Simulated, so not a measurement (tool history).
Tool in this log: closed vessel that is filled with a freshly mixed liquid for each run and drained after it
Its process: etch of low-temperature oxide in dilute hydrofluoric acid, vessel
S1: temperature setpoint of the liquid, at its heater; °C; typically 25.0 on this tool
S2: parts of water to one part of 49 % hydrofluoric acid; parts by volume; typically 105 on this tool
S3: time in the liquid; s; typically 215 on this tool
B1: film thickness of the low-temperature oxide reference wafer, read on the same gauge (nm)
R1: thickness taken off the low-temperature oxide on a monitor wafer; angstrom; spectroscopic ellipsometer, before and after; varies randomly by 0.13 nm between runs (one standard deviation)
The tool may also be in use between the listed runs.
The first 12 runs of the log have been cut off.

run 13 day=6.383 | S1=25.0 S2=105 S3=215 | B1=99.99 | R1=216.5
-- day=6.808 thermometer replaced
run 14 day=6.883 | S1=29.5 S2=140 S3=160 | B1=100.00 | R1=134.7
run 15 day=7.154 | S1=25.0 S2=105 S3=215 | B1=99.98 | R1=216.6
-- day=7.846 gauge calibrated
run 16 day=7.888 | S1=25.0 S2=105 S3=215 | B1=99.99 | R1=217.5
run 17 day=8.342 | S1=27.5 S2=125 S3=295 | B1=100.04 | R1=264.5
run 18 day=8.938 | S1=25.0 S2=140 S3=280 | B1=99.99 | R1=200.7
run 19 day=9.208 | S1=23.0 S2=105 S3=300 | B1=100.00 | R1=277.0
-- day=9.446 hydrofluoric acid flow meter replaced
run 20 day=9.725 | S1=25.0 S2=105 S3=215 | B1=100.00 | R1=239.1
run 21 day=10.029 | S1=25.0 S2=105 S3=310 | B1=99.99 | R1=344.9
run 22 day=10.283 | S1=21.0 S2=150 S3=215 | B1=100.02 | R1=136.2
run 23 day=10.629 | S1=28.0 S2=105 S3=85 | B1=100.01 | R1=107.6
run 24 day=10.954 | S1=21.5 S2=105 S3=215 | B1=99.97 | R1=208.6
run 25 day=11.275 | S1=28.5 S2=130 S3=275 | B1=99.99 | R1=275.7
run 26 day=12.008 | S1=30.0 S2=105 S3=85 | B1=99.98 | R1=114.1
run 27 day=12.283 | S1=22.0 S2=105 S3=320 | B1=99.99 | R1=315.1

Forecast run 28:
run 28 day=12.779 | S1=22.0 S2=105 S3=215 | B1=? | R1=?

{"run 28": {"B1": 99.98, "R1": 212.2}}
With no hidden state in the tool, this same run would have given R1 219.0 angstrom.

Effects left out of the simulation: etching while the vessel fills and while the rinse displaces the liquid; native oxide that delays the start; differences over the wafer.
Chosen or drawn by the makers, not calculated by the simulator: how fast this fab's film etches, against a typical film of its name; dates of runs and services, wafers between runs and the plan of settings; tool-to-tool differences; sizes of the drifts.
